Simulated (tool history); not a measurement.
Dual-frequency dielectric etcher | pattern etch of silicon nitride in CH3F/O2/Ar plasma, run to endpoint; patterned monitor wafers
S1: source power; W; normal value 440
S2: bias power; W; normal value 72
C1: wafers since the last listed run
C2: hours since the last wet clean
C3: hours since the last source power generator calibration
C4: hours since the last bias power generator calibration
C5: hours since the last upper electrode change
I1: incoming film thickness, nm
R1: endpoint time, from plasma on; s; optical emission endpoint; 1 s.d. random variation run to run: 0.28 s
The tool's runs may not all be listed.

| run | hour | S1 | S2 | C1 | C2 | C3 | C4 | C5 | I1 | R1 |
|---|---|---|---|---|---|---|---|---|---|---|
| 1 | 0.0 | 440 | 84 | 0 | 252.9 | 3093.2 | 1571.4 | 3159.4 | 48.71 | 65.5 |
| 2 | 73.9 | 500 | 72 | 994 | 326.8 | 3167.1 | 1645.3 | 3233.3 | 48.68 | 64.7 |
| 3 | 134.0 | 440 | 72 | 809 | 386.9 | 3227.2 | 1705.4 | 3293.4 | 48.80 | 69.2 |
|  | 241.2 | wet clean of the chamber |
| 4 | 317.9 | 440 | 72 | 2152 | 76.7 | 3411.1 | 1889.3 | 3477.3 | 48.77 | 66.8 |
| 5 | 382.2 | 440 | 72 | 865 | 141.0 | 3475.4 | 1953.6 | 3541.6 | 49.09 | 68.0 |
| 6 | 444.6 | 440 | 72 | 840 | 203.4 | 3537.8 | 2016.0 | 3604.0 | 49.16 | 68.7 |
| 7 | 500.8 | 440 | 72 | 756 | 259.6 | 3594.0 | 2072.2 | 3660.2 | 48.39 | 67.2 |
|  | 517.6 | source power generator calibrated |
| 8 | 537.0 | 360 | 72 | 433 | 295.8 | 19.4 | 2108.4 | 3696.4 | 48.57 | 73.9 |
|  | 561.2 | upper electrode replaced |
| 9 | 608.6 | 360 | 72 | 640 | 367.4 | 91.0 | 2180.0 | 47.4 | 48.96 | 74.8 |
| 10 | 637.3 | 360 | 72 | 386 | 396.1 | 119.7 | 2208.7 | 76.1 | 48.58 | 74.1 |
|  | 666.5 | wet clean of the chamber |
| 11 | 678.8 | 440 | 85 | 235 | 12.3 | 161.2 | 2250.2 | 117.6 | 48.71 | 63.3 |
| 12 | 732.6 | 470 | 72 | 724 | 66.1 | 215.0 | 2304.0 | 171.4 | 49.02 | 65.6 |
|  | 752.0 | bias power generator calibrated |
| 13 | 780.4 | 390 | 78 | 589 | 113.9 | 262.8 | 28.4 | 219.2 | 48.64 | 68.5 |
| 14 | 827.5 | 410 | 72 | 634 | 161.0 | 309.9 | 75.5 | 266.3 | 48.63 | 69.2 |
| 15 | 856.3 | 440 | 72 | 387 | 189.8 | 338.7 | 104.3 | 295.1 | 49.27 | 67.9 |
| 16 | 911.4 | 380 | 90 | 741 | 244.9 | 393.8 | 159.4 | 350.2 | 48.96 | 68.0 |
| 17 | 1115.6 | 410 | 62 | 2749 | 449.1 | 598.0 | 363.6 | 554.4 | 49.07 | 73.5 |
|  | 1163.8 | wet clean of the chamber |
| 18 | 1164.3 | 440 | 72 | 332 | 0.5 | 646.7 | 412.3 | 603.1 | 48.66 | 66.6 |
| 19 | 1186.8 | 500 | 67 | 302 | 23.0 | 669.2 | 434.8 | 625.6 | 48.59 | 64.4 |
| 20 | 1217.9 | 440 | 72 | 418 | 54.1 | 700.3 | 465.9 | 656.7 | 49.12 | 68.1 |

For each entry between runs, how does the tool's hidden state at the last listed run before it compare with that at the first listed run after it?
Logged between run 3 and run 4: wet clean of the chamber (hour 241.2)
  etch rate over this chamber's usual, %: -3.18 -> -0.65
  measured minus no-state result, R1: +2.2 -> +0.4 s
Logged between run 7 and run 8: source power generator calibrated (hour 517.6)
  etch rate over this chamber's usual, %: -1.93 -> -2.18
  measured minus no-state result, R1: +1.3 -> +1.6 s
Logged between run 8 and run 9: upper electrode replaced (hour 561.2)
  etch rate over this chamber's usual, %: -2.18 -> -2.68
  measured minus no-state result, R1: +1.6 -> +2.0 s
Logged between run 10 and run 11: wet clean of the chamber (hour 666.5)
  etch rate over this chamber's usual, %: -2.88 -> 0.439
  measured minus no-state result, R1: +2.1 -> -0.2 s
Logged between run 12 and run 13: bias power generator calibrated (hour 752.0)
  etch rate over this chamber's usual, %: 0.0624 -> -0.272
  measured minus no-state result, R1: -0.1 -> +0.1 s
Logged between run 17 and run 18: wet clean of the chamber (hour 1163.8)
  etch rate over this chamber's usual, %: -2.62 -> -0.0767
  measured minus no-state result, R1: +1.9 -> +0.1 s

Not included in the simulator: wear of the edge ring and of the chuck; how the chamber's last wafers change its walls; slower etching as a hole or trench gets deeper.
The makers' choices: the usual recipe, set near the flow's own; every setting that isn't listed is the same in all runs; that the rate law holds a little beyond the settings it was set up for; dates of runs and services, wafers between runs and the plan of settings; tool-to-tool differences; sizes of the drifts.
